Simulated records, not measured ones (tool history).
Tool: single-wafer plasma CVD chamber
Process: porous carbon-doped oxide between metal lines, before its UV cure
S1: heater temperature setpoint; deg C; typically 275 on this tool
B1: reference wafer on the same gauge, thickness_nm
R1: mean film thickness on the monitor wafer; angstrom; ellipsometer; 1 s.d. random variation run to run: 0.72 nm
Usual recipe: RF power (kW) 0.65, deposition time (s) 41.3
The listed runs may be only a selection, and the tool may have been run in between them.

Run 1, hour 0: usual settings; B1 231.146. Result: R1 2768.88 angstrom.
Run 2, hour 8.5: usual settings but S1 269 deg C, deposition time (s) 44.8; B1 231.141. Result: R1 3108.55 angstrom.
Run 3, hour 40.2: usual settings but S1 269 deg C, deposition time (s) 44.8; B1 230.955. Result: R1 3089.09 angstrom.
Run 4, hour 55.9: usual settings but S1 269 deg C, deposition time (s) 44.8; B1 230.838. Result: R1 3097.6 angstrom.
Run 5, hour 64.4: usual settings; B1 230.71. Result: R1 2755.03 angstrom.
Run 6, hour 78.4: usual settings; B1 230.955. Result: R1 2742.68 angstrom.
Run 7, hour 124.7: usual settings but S1 267 deg C; B1 231.128. Result: R1 2866.7 angstrom.
Run 8, hour 132.7: usual settings but S1 267 deg C; B1 230.862. Result: R1 2869.75 angstrom.
Run 9, hour 141.3: usual settings but S1 267 deg C; B1 231.2. Result: R1 2872.44 angstrom.
Run 10, hour 148.4: usual settings but deposition time (s) 47; B1 231.104. Result: R1 3115.2 angstrom.
Run 11, hour 157.2: usual settings but deposition time (s) 47; B1 230.973. Result: R1 3094.67 angstrom.
Run 12, hour 168.9: usual settings but S1 283 deg C, deposition time (s) 46.7; B1 231.078. Result: R1 2959.8 angstrom.
At hour 190.8: thermocouple changed; heater temperature recalibrated.
At hour 194.1: RF generator calibrated.
Run 13, hour 194.6: usual settings but S1 283 deg C, deposition time (s) 46.7; B1 231.025. Result: R1 2854.48 angstrom.
Run 14, hour 195.1: usual settings; B1 231.195. Result: R1 2654.83 angstrom.
At hour 213.6: showerhead replaced.
Run 15, hour 214.1: usual settings; B1 230.905. Result: R1 2645.54 angstrom.
Run 16, hour 224.9: usual settings but S1 290 deg C, deposition time (s) 35.7; B1 230.847. Result: R1 2118.24 angstrom.
At hour 239.7: gauge calibrated.
Run 17, hour 242.7: usual settings but S1 279 deg C, RF power (kW) 0.57, deposition time (s) 34.4; B1 231.221. Result: R1 2005.01 angstrom.
Run 18, hour 263.8: usual settings but deposition time (s) 33.4; B1 230.912. Result: R1 2156.75 angstrom.
Run 19, hour 277.5: usual settings but S1 269 deg C, deposition time (s) 44.8; B1 230.826. Result: R1 2983.21 angstrom.
At hour 291.3: RF generator calibrated, repeated, since the last time left the tool worse.
Run 20, hour 293.1: usual settings; B1 230.706. Result: R1 2833.86 angstrom.
Run 21, hour 307.9: usual settings; B1 231.092. Result: R1 2825.28 angstrom.
Run 22, hour 321: usual settings but S1 279 deg C, RF power (kW) 0.535; B1 231.032. Result: R1 2460.15 angstrom.
Run 23, hour 338.3: usual settings but RF power (kW) 0.54, deposition time (s) 44.4; B1 230.826. Result: R1 2710.53 angstrom.
Run 24, hour 349: usual settings but S1 261 deg C, RF power (kW) 0.775, deposition time (s) 48.6; B1 230.947. Result: R1 3973.58 angstrom.
Run 25, hour 355.8: usual settings but S1 270 deg C, RF power (kW) 0.715, deposition time (s) 45.7; B1 230.817. Result: R1 3373.65 angstrom.
Run 26, hour 364.7: usual settings; B1 231.044. Result: R1 2821.76 angstrom.
Run 27, hour 381.6: usual settings but S1 267 deg C, RF power (kW) 0.55, deposition time (s) 36.9; B1 231.118. Result: R1 2408.92 angstrom.
Run 28, hour 392.4: usual settings but S1 265 deg C, deposition time (s) 33.5; B1 231.099. Result: R1 2437.93 angstrom.

Predict each of these 3 candidate next runs independently; none follows another, all start after run 28:
Run A, hour 392.8: usual settings; B1 ?. Result: R1 ?.
Run B, hour 392.8: usual settings but S1 287 deg C, RF power (kW) 0.535, deposition time (s) 47.5; B1 ?. Result: R1 ?.
Run C, hour 392.8: usual settings but S1 285 deg C; B1 ?. Result: R1 ?.

run       B1       R1
  A  230.908   2820.5
  B  230.908  2699.03
  C  230.908  2666.84
Had the tool no hidden state, the same runs would have come out as:
run       R1
  A  2827.05
  B  2705.43
  C  2673.04
